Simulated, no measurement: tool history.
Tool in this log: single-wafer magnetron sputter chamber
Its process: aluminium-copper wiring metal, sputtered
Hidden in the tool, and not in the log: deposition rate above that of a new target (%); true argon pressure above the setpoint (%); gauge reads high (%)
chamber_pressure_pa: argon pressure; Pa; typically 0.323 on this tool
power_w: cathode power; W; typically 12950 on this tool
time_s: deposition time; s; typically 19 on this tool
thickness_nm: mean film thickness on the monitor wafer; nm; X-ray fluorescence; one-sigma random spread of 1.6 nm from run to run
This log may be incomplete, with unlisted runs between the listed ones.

run	hour	chamber_pressure_pa	power_w	time_s	wafers since the last listed run	wafers on the sputter target	hours since the last manometer calibration	hours since the magnet pack was replaced	hours since the gauge calibration	read-back reference wafer on the same gauge, thickness_nm	thickness_nm
1	0	0.323	12950	19	0	5668	1177.2	9534.9	86.5	485.08	469.071
# hour 12.4: sputter target and shields replaced
2	12.9	0.323	12950	19	115	11	1190.1	9547.8	99.4	484.709	475.428
3	24.1	0.323	12950	19	264	275	1201.3	9559	110.6	485.211	474.984
4	37.1	0.323	12950	19	306	581	1214.3	9572	123.6	485.014	476.332
5	52.7	0.323	12950	19	367	949	1229.9	9587.6	139.2	485.086	472.502
6	62.5	0.323	12950	19	231	1180	1239.7	9597.4	149	484.778	477.502
7	79.1	0.323	12950	19	391	1572	1256.3	9614	165.6	484.954	470.81
8	85.4	0.323	12950	19	148	1720	1262.6	9620.3	171.9	485.136	475.924
9	94.6	0.323	12950	19	216	1937	1271.8	9629.5	181.1	485.13	475.069
10	111.1	0.323	12950	19	389	2326	1288.3	9646	197.6	485.118	470.957
11	126.7	0.323	12950	19	367	2694	1303.9	9661.6	213.2	484.525	470.933
12	136	0.323	15250	19	219	2914	1313.2	9670.9	222.5	485.043	555.308
13	150.8	0.418	12950	18	349	3263	1328	9685.7	237.3	485.169	417.743
14	166.7	0.323	12950	19	374	3638	1343.9	9701.6	253.2	485.251	470.795
15	178.8	0.323	12950	19	285	3923	1356	9713.7	265.3	485.538	468.55
16	190.7	0.449	15400	16.2	280	4203	1367.9	9725.6	277.2	484.935	437.602
17	200.9	0.242	12950	22	240	4444	1378.1	9735.8	287.4	484.923	575.191
18	232	0.398	16150	15.7	733	5177	1409.2	9766.9	318.5	485.369	461.869
# hour 235.7: gauge calibrated
19	256.1	0.323	11800	19	568	5746	1433.3	9791	20.4	485.286	426.232
# hour 276.2: capacitance manometer re-zeroed and calibrated
20	278.6	0.222	15900	22.3	341	6088	2.4	9813.5	42.9	484.862	724.382
# hour 298.1: sputter target and shields replaced
21	298.6	0.323	15350	17.5	282	12	22.4	9833.5	62.9	485.177	522.405
22	307.4	0.323	12950	19	207	220	31.2	9842.3	71.7	485.164	477.524
# hour 362.5: magnet pack replaced
23	363	0.411	15000	16.2	1122	1342	86.8	0.5	127.3	484.691	438.852
24	365.7	0.388	12950	20.3	63	1406	89.5	3.2	130	484.923	481.478
25	382.8	0.323	12950	19	403	1809	106.6	20.3	147.1	484.872	471.582
26	398.2	0.362	12950	19	363	2172	122	35.7	162.5	485.202	459.619
27	415.1	0.323	12950	19	398	2571	138.9	52.6	179.4	485.062	471.738
28	429.9	0.323	11700	19	349	2920	153.7	67.4	194.2	485.042	424.64
29	443.3	0.323	12950	19	315	3236	167.1	80.8	207.6	484.65	469.856
30	460.3	0.41	11650	19	400	3637	184.1	97.8	224.6	485.08	399.181
31	467.3	0.323	13900	19	165	3802	191.1	104.8	231.6	485.299	504.1
32	478.7	0.407	12950	19	268	4070	202.5	116.2	243	484.981	441.961
33	485.1	0.383	10050	22.1	150	4221	208.9	122.6	249.4	484.987	405.057
34	497.3	0.201	12950	19	287	4509	221.1	134.8	261.6	485.009	512.466

List, for all runs, the conditions of the tool that the log does not record:
true argon pressure above the setpoint (%): 0, the same for each run
gauge reads high (%): 0, the same for each run
H1: deposition rate above that of a new target (%)
run	H1
1	-1.62
2	-0.113
3	-0.299
4	-0.485
5	-0.673
6	-0.775
7	-0.922
8	-0.97
9	-1.03
10	-1.13
11	-1.21
12	-1.25
13	-1.31
14	-1.35
15	-1.39
16	-1.41
17	-1.43
18	-1.48
19	-1.51
20	-1.52
21	-0.208
22	-0.356
23	-1
24	-1.02
25	-1.15
26	-1.24
27	-1.32
28	-1.38
29	-1.42
30	-1.47
31	-1.49
32	-1.51
33	-1.52
34	-1.54

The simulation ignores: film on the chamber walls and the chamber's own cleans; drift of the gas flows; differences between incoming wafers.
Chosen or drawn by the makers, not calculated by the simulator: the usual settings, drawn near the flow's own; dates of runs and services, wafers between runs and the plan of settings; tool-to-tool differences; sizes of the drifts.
